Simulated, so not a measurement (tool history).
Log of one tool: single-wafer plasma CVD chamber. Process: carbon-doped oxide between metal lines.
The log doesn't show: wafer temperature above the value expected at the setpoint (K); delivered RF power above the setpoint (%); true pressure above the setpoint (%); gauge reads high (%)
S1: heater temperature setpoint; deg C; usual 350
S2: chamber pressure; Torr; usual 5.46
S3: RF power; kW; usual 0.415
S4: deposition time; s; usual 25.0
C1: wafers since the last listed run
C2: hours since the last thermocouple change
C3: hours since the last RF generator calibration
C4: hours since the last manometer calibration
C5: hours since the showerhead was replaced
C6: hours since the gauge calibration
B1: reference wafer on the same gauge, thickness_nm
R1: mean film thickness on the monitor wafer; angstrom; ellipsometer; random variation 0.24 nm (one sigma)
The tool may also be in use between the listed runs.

run	hour	S1	S2	S3	S4	C1	C2	C3	C4	C5	C6	B1	R1
1	0.0	357	5.46	0.415	25.0	0	1756.0	295.7	593.9	5893.0	136.2	104.043	1161.78
2	18.7	357	5.46	0.415	25.0	274	1774.7	314.4	612.6	5911.7	154.9	104.062	1162.93
3	35.4	350	5.46	0.415	25.0	244	1791.4	331.1	629.3	5928.4	171.6	104.049	1185.50
4	52.1	350	5.46	0.415	25.0	244	1808.1	347.8	646.0	5945.1	188.3	103.985	1190.29
5	85.4	350	5.46	0.415	25.0	488	1841.4	381.1	679.3	5978.4	221.6	104.010	1185.12
6	116.6	359	5.46	0.415	25.0	457	1872.6	412.3	710.5	6009.6	252.8	104.000	1158.39
7	148.2	359	5.46	0.415	25.0	463	1904.2	443.9	742.1	6041.2	284.4	103.972	1154.64
8	160.5	350	5.46	0.415	25.0	180	1916.5	456.2	754.4	6053.5	296.7	103.944	1191.90
9	174.9	350	5.46	0.415	25.0	211	1930.9	470.6	768.8	6067.9	311.1	104.002	1186.62
# hour 200.6: showerhead replaced
10	201.1	359	4.39	0.415	27.6	266	1957.1	496.8	795.0	0.5	337.3	104.011	1210.07
11	230.7	350	4.22	0.415	25.0	434	1986.7	526.4	824.6	30.1	366.9	104.066	1118.26
12	266.2	350	6.65	0.495	25.0	520	2022.2	561.9	860.1	65.6	402.4	104.008	1323.64
13	280.0	345	5.46	0.415	25.0	202	2036.0	575.7	873.9	79.4	416.2	104.035	1208.47
14	312.3	350	5.46	0.470	20.9	473	2068.3	608.0	906.2	111.7	448.5	103.977	1055.56
15	341.8	362	5.46	0.335	25.0	432	2097.8	637.5	935.7	141.2	478.0	103.968	1041.67
16	361.8	345	5.46	0.475	25.0	293	2117.8	657.5	955.7	161.2	498.0	103.994	1289.38
17	375.2	350	5.46	0.415	25.0	196	2131.2	670.9	969.1	174.6	511.4	104.034	1187.10
# hour 400.3: gauge calibrated
# hour 415.3: thermocouple changed; heater temperature recalibrated
18	415.8	341	5.46	0.445	21.7	478	0.5	711.5	1009.7	215.2	15.5	104.026	1104.38
19	433.2	350	4.87	0.415	25.0	255	17.9	728.9	1027.1	232.6	32.9	104.005	1150.68
20	454.8	350	5.46	0.415	28.7	316	39.5	750.5	1048.7	254.2	54.5	104.009	1357.27
# hour 464.1: capacitance manometer re-zeroed and calibrated
# hour 492.8: RF generator calibrated
21	493.3	359	5.46	0.415	23.7	330	78.0	0.5	29.2	292.7	93.0	103.998	1093.72
22	508.3	350	5.46	0.365	25.0	220	93.0	15.5	44.2	307.7	108.0	104.027	1123.27
23	525.4	345	5.46	0.475	25.0	250	110.1	32.6	61.3	324.8	125.1	103.955	1289.71
24	542.1	350	5.46	0.475	23.5	244	126.8	49.3	78.0	341.5	141.8	104.079	1192.37
25	561.2	350	5.85	0.415	25.0	280	145.9	68.4	97.1	360.6	160.9	104.020	1200.94
26	587.9	350	5.46	0.450	25.0	391	172.6	95.1	123.8	387.3	187.6	103.934	1233.61
27	613.8	350	5.46	0.415	25.0	379	198.5	121.0	149.7	413.2	213.5	103.966	1185.36
28	638.7	350	5.46	0.380	25.0	365	223.4	145.9	174.6	438.1	238.4	103.964	1144.54
29	671.8	362	6.55	0.415	25.0	485	256.5	179.0	207.7	471.2	271.5	103.982	1173.20
30	691.0	345	5.46	0.415	20.1	281	275.7	198.2	226.9	490.4	290.7	103.985	973.41

3 ways to go on from here, each from the tool as it stands after run 30. What would each give?
A	691.4	350	4.14	0.415	25.0	5	276.1	198.6	227.3	490.8	291.1	?	?
B	691.4	350	4.70	0.415	25.0	5	276.1	198.6	227.3	490.8	291.1	?	?
C	691.4	365	5.93	0.495	25.0	5	276.1	198.6	227.3	490.8	291.1	?	?

run	B1	R1
A	103.980	1113.80
B	103.980	1147.76
C	103.980	1254.96
Without the tool's hidden state the same runs would have given:
run	R1
A	1113.80
B	1147.76
C	1254.96

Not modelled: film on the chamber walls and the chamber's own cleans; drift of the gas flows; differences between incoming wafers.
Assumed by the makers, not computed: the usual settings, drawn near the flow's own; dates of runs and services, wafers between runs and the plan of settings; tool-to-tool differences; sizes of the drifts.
